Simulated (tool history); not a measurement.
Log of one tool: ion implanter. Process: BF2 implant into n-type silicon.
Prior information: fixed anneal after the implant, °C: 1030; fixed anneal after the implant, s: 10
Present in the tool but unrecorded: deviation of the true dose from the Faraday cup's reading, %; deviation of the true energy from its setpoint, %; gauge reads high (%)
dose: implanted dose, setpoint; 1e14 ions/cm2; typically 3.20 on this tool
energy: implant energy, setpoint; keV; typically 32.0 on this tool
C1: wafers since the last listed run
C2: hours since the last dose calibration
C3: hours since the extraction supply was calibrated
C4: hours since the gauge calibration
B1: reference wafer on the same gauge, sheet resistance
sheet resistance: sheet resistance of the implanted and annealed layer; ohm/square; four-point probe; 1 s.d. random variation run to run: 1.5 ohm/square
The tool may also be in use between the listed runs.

run 1 day=0.000 | dose=3.20 energy=32.0 | C1=0 C2=190.7 C3=6053.1 C4=177.0 | B1=353.64 | sheet_resistance=340.62
run 2 day=1.196 | dose=3.20 energy=32.0 | C1=1054 C2=219.4 C3=6081.8 C4=205.7 | B1=354.36 | sheet_resistance=342.10
run 3 day=2.279 | dose=3.20 energy=32.0 | C1=955 C2=245.4 C3=6107.8 C4=231.7 | B1=353.95 | sheet_resistance=342.04
run 4 day=3.446 | dose=3.20 energy=32.0 | C1=1029 C2=273.4 C3=6135.8 C4=259.7 | B1=353.79 | sheet_resistance=342.08
run 5 day=4.017 | dose=3.20 energy=32.0 | C1=503 C2=287.1 C3=6149.5 C4=273.4 | B1=353.16 | sheet_resistance=340.60
run 6 day=5.092 | dose=3.20 energy=32.0 | C1=948 C2=312.9 C3=6175.3 C4=299.2 | B1=353.56 | sheet_resistance=342.11
-- day=5.683 gauge calibrated
run 7 day=6.125 | dose=3.20 energy=32.0 | C1=911 C2=337.7 C3=6200.1 C4=10.6 | B1=354.30 | sheet_resistance=340.44
run 8 day=7.188 | dose=3.20 energy=32.0 | C1=937 C2=363.2 C3=6225.6 C4=36.1 | B1=354.39 | sheet_resistance=342.57
run 9 day=8.579 | dose=3.20 energy=32.0 | C1=1227 C2=396.6 C3=6259.0 C4=69.5 | B1=353.82 | sheet_resistance=342.32
-- day=9.000 extraction supply calibrated
run 10 day=9.600 | dose=3.77 energy=32.0 | C1=606 C2=421.1 C3=14.4 C4=94.0 | B1=354.48 | sheet_resistance=296.06
run 11 day=10.871 | dose=3.77 energy=32.0 | C1=1121 C2=451.6 C3=44.9 C4=124.5 | B1=354.18 | sheet_resistance=297.18
run 12 day=11.729 | dose=3.77 energy=32.0 | C1=757 C2=472.2 C3=65.5 C4=145.1 | B1=353.96 | sheet_resistance=297.13
run 13 day=13.025 | dose=3.20 energy=32.0 | C1=1143 C2=503.3 C3=96.6 C4=176.2 | B1=353.86 | sheet_resistance=341.84
run 14 day=13.954 | dose=3.20 energy=32.0 | C1=819 C2=525.6 C3=118.9 C4=198.5 | B1=353.36 | sheet_resistance=340.36
run 15 day=15.325 | dose=3.93 energy=38.5 | C1=1209 C2=558.5 C3=151.8 C4=231.4 | B1=354.52 | sheet_resistance=279.86

Forecast run 16:
run 16 day=16.179 | dose=2.73 energy=24.5 | C1=753 C2=579.0 C3=172.3 C4=251.9 | B1=? | sheet_resistance=?

{"run 16": {"B1": 354.01, "sheet resistance": 403.95}}
Were there no unlogged condition in the tool, this run, its random variation unchanged, would have produced sheet resistance 403.95 ohm/square.
